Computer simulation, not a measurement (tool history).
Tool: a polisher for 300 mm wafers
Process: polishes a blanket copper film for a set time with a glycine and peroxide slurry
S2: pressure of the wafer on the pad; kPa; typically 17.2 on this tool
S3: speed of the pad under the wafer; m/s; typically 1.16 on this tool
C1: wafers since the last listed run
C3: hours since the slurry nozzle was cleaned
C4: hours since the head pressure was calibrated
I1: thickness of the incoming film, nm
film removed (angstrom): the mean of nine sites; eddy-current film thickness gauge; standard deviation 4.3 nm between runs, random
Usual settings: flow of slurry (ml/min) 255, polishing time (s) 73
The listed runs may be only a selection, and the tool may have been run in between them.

Run 1, hour 0.0: usual settings; C1 0; wafers polished on this pad 2597; C3 283.6; C4 526.1; I1 1638.1. Result: film removed (angstrom) 4032.
At hour 43.7: worn pad replaced by a new one.
Run 2, hour 84.0: usual settings; C1 431; wafers polished on this pad 217; C3 367.6; C4 610.1; I1 1700.3. Result: film removed (angstrom) 3966.
Run 3, hour 135.0: usual settings; C1 275; wafers polished on this pad 492; C3 418.6; C4 661.1; I1 1685.6. Result: film removed (angstrom) 3961.
At hour 146.2: head pressure recalibrated.
Run 4, hour 178.0: usual settings; C1 221; wafers polished on this pad 713; C3 461.6; C4 31.8; I1 1663.9. Result: film removed (angstrom) 3941.
Run 5, hour 234.8: usual settings; C1 306; wafers polished on this pad 1019; C3 518.4; C4 88.6; I1 1654.6. Result: film removed (angstrom) 3960.
Run 6, hour 301.3: usual settings; C1 358; wafers polished on this pad 1378; C3 584.9; C4 155.1; I1 1672.6. Result: film removed (angstrom) 3964.
Run 7, hour 368.4: usual settings but flow of slurry (ml/min) 200, polishing time (s) 87; C1 361; wafers polished on this pad 1740; C3 652.0; C4 222.2; I1 1658.0. Result: film removed (angstrom) 4631.
Run 8, hour 407.1: usual settings but flow of slurry (ml/min) 200, polishing time (s) 87; C1 208; wafers polished on this pad 1948; C3 690.7; C4 260.9; I1 1653.7. Result: film removed (angstrom) 4499.
At hour 431.3: slurry nozzle cleaned.
Run 9, hour 459.8: usual settings but flow of slurry (ml/min) 200, polishing time (s) 87; C1 278; wafers polished on this pad 2227; C3 28.5; C4 313.6; I1 1676.4. Result: film removed (angstrom) 4792.
At hour 496.1: worn pad replaced by a new one.
Run 10, hour 517.3: usual settings; C1 288; wafers polished on this pad 114; C3 86.0; C4 371.1; I1 1671.0. Result: film removed (angstrom) 4034.
Run 11, hour 580.8: usual settings; C1 342; wafers polished on this pad 456; C3 149.5; C4 434.6; I1 1636.0. Result: film removed (angstrom) 4035.
Run 12, hour 621.0: usual settings; C1 216; wafers polished on this pad 673; C3 189.7; C4 474.8; I1 1667.9. Result: film removed (angstrom) 3984.
Run 13, hour 686.7: usual settings; C1 354; wafers polished on this pad 1027; C3 255.4; C4 540.5; I1 1679.7. Result: film removed (angstrom) 3910.
At hour 767.8: head pressure recalibrated.
Run 14, hour 783.8: usual settings; C1 512; wafers polished on this pad 1540; C3 352.5; C4 16.0; I1 1698.3. Result: film removed (angstrom) 3934.
Run 15, hour 839.4: usual settings; C1 299; wafers polished on this pad 1840; C3 408.1; C4 71.6; I1 1695.8. Result: film removed (angstrom) 3906.
Run 16, hour 880.4: usual settings; C1 221; wafers polished on this pad 2061; C3 449.1; C4 112.6; I1 1653.4. Result: film removed (angstrom) 3896.
At hour 943.8: worn pad replaced by a new one.
Run 17, hour 981.6: usual settings but S2 14.5 kPa; C1 524; wafers polished on this pad 203; C3 550.3; C4 213.8; I1 1685.8. Result: film removed (angstrom) 3573.
At hour 1038.0: slurry nozzle cleaned.
Run 18, hour 1087.2: usual settings but S3 1.04 m/s; C1 564; wafers polished on this pad 767; C3 49.2; C4 319.4; I1 1661.4. Result: film removed (angstrom) 3765.
Run 19, hour 1200.9: usual settings; C1 613; wafers polished on this pad 1380; C3 162.9; C4 433.1; I1 1670.9. Result: film removed (angstrom) 4036.
At hour 1269.8: head pressure recalibrated.
At hour 1476.7: worn pad replaced by a new one.
Run 20, hour 1518.0: usual settings but S2 13.1 kPa, polishing time (s) 81; C1 1677; wafers polished on this pad 222; C3 480.0; C4 248.2; I1 1678.9. Result: film removed (angstrom) 3877.
Run 21, hour 1618.9: usual settings; C1 544; wafers polished on this pad 766; C3 580.9; C4 349.1; I1 1667.1. Result: film removed (angstrom) 3899.
Run 22, hour 1671.0: usual settings but flow of slurry (ml/min) 185; C1 280; wafers polished on this pad 1047; C3 633.0; C4 401.2; I1 1678.3. Result: film removed (angstrom) 3800.
At hour 1688.7: slurry nozzle cleaned.
Run 23, hour 1769.2: usual settings but S2 11.7 kPa, S3 1.52 m/s, polishing time (s) 80; C1 524; wafers polished on this pad 1571; C3 80.5; C4 499.4; I1 1653.6. Result: film removed (angstrom) 4686.
Run 24, hour 1818.4: usual settings but S3 1.40 m/s; C1 265; wafers polished on this pad 1837; C3 129.7; C4 548.6; I1 1675.9. Result: film removed (angstrom) 4730.
At hour 1835.0: head pressure recalibrated.
Run 25, hour 1916.6: usual settings but S2 20.0 kPa, polishing time (s) 84; C1 518; wafers polished on this pad 2355; C3 227.9; C4 81.6; I1 1653.5. Result: film removed (angstrom) 5064.
At hour 1952.3: worn pad replaced by a new one.
Run 26, hour 2006.3: usual settings; C1 462; wafers polished on this pad 291; C3 317.6; C4 171.3; I1 1674.7. Result: film removed (angstrom) 3950.
Run 27, hour 2060.3: usual settings but polishing time (s) 86; C1 291; wafers polished on this pad 582; C3 371.6; C4 225.3; I1 1663.7. Result: film removed (angstrom) 4750.
Run 28, hour 2139.4: usual settings but S3 1.50 m/s, polishing time (s) 94; C1 426; wafers polished on this pad 1009; C3 450.7; C4 304.4; I1 1664.0. Result: film removed (angstrom) 6359.
Run 29, hour 2242.8: usual settings; C1 557; wafers polished on this pad 1566; C3 554.1; C4 407.8; I1 1671.7. Result: film removed (angstrom) 3956.
Run 30, hour 2329.4: usual settings but S3 1.36 m/s, polishing time (s) 88; C1 466; wafers polished on this pad 2033; C3 640.7; C4 494.4; I1 1678.8. Result: film removed (angstrom) 5384.
At hour 2376.7: slurry nozzle cleaned.
Run 31, hour 2402.6: usual settings; C1 389; wafers polished on this pad 2422; C3 25.9; C4 567.6; I1 1639.8. Result: film removed (angstrom) 4133.

Forecast each of these 5 alternatives for the next run:
Run A, hour 2403.1: usual settings; C1 2; wafers polished on this pad 2425; C3 26.4; C4 568.1; I1 1652.6. Result: film removed (angstrom) ?.
Run B, hour 2403.1: usual settings but flow of slurry (ml/min) 310, S2 13.8 kPa, S3 1.48 m/s, polishing time (s) 62; C1 2; wafers polished on this pad 2425; C3 26.4; C4 568.1; I1 1652.6. Result: film removed (angstrom) ?.
Run C, hour 2403.1: usual settings but flow of slurry (ml/min) 220; C1 2; wafers polished on this pad 2425; C3 26.4; C4 568.1; I1 1652.6. Result: film removed (angstrom) ?.
Run D, hour 2403.1: usual settings but flow of slurry (ml/min) 320, S3 0.96 m/s, polishing time (s) 54; C1 2; wafers polished on this pad 2425; C3 26.4; C4 568.1; I1 1652.6. Result: film removed (angstrom) ?.
Run E, hour 2403.1: usual settings but flow of slurry (ml/min) 305, polishing time (s) 57; C1 2; wafers polished on this pad 2425; C3 26.4; C4 568.1; I1 1652.6. Result: film removed (angstrom) ?.

run  film removed (angstrom)
  A                     4100
  B                     3900
  C                     4045
  D                     2648
  E                     3250
Take away the tool's hidden state, keep each run's random variation, and the runs would have read:
run  film removed (angstrom)
  A                     4145
  B                     3937
  C                     4094
  D                     2673
  E                     3281

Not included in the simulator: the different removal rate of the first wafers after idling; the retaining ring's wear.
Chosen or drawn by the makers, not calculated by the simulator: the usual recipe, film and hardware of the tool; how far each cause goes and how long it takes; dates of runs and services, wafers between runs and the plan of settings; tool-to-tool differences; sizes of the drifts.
